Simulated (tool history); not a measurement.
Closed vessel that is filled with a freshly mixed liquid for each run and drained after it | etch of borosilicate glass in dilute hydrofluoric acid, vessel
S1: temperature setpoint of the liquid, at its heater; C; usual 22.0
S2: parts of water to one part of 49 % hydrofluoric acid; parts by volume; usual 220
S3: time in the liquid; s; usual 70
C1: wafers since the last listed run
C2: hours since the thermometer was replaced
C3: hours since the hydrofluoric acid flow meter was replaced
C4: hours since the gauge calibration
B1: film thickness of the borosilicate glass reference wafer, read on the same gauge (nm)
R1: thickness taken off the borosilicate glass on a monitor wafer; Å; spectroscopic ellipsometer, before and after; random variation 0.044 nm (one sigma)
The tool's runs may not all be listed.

run   hour    S1   S2   S3    C1      C2      C3     C4      B1     R1
  1    0.0  22.0  180   70     0  1667.3  1924.5  113.2  100.01   96.4
  2   10.7  22.0  220   70  1007  1678.0  1935.2  123.9   99.99   76.0
  3   27.7  22.0  220   70  1601  1695.0  1952.2  140.9   99.99   75.8
  4   41.1  22.0  220   70  1262  1708.4  1965.6  154.3   99.99   75.2
  5   56.9  24.5  220   60  1488  1724.2  1981.4  170.1   99.97   70.9
  6   64.5  24.5  220   60   715  1731.8  1989.0  177.7  100.01   71.0
  7   80.7  24.5  220   60  1525  1748.0  2005.2  193.9   99.99   70.8
  8   90.3  22.0  220   70   904  1757.6  2014.8  203.5   99.98   75.1
     102.0  -- hydrofluoric acid flow meter replaced
  9  104.1  22.0  220   70  1205  1771.4     2.1  217.3  100.01   67.8
 10  111.8  22.0  220   70   725  1779.1     9.8  225.0  100.00   68.8
 11  128.8  22.0  280   80  1601  1796.1    26.8  242.0   99.99   57.4
 12  137.7  27.0  260   50   838  1805.0    35.7  250.9  100.00   47.4
     146.0  -- thermometer replaced
 13  153.7  18.0  220   35  1412     7.7    51.7  266.9  100.01   29.2
     157.6  -- hydrofluoric acid flow meter replaced, repeated, since the last time left the tool worse
 14  160.4  22.0  220   95   536    14.4     2.8  273.6  100.01  114.4
 15  171.5  23.5  280   30  1045    25.5    13.9  284.7  100.00   28.2
     186.9  -- gauge calibrated
 16  187.8  22.0  220   70  1535    41.8    30.2    0.9  100.01   83.2
 17  201.6  18.5  220   50  1299    55.6    44.0   14.7   99.98   52.6
 18  216.5  22.0  330  110  1403    70.5    58.9   29.6  100.01   79.3
 19  229.2  22.0  220   70  1196    83.2    71.6   42.3   99.99   84.2
 20  272.1  22.0  220   55  4040   126.1   114.5   85.2  100.02   66.5
 21  281.0  19.0  120  105   838   135.0   123.4   94.1  100.00  227.3
 22  291.3  22.0  220   70   970   145.3   133.7  104.4  100.00   84.1
 23  304.4  19.0  165   70  1233   158.4   146.8  117.5  100.01  105.1

Forecast each of these 4 alternatives for the next run:
  A  305.1  22.0  220   70  65  159.1  147.5  118.2   ?   ?
  B  305.1  25.0  155   70  65  159.1  147.5  118.2   ?   ?
  C  305.1  18.5  220   70  65  159.1  147.5  118.2   ?   ?
  D  305.1  22.0  125  105  65  159.1  147.5  118.2   ?   ?

run     B1     R1
  A  99.99   83.9
  B  99.99  142.9
  C  99.99   73.4
  D  99.99  245.0
Without the tool's hidden state the same runs would have given:
run     R1
  A   84.6
  B  144.2
  C   74.1
  D  247.2

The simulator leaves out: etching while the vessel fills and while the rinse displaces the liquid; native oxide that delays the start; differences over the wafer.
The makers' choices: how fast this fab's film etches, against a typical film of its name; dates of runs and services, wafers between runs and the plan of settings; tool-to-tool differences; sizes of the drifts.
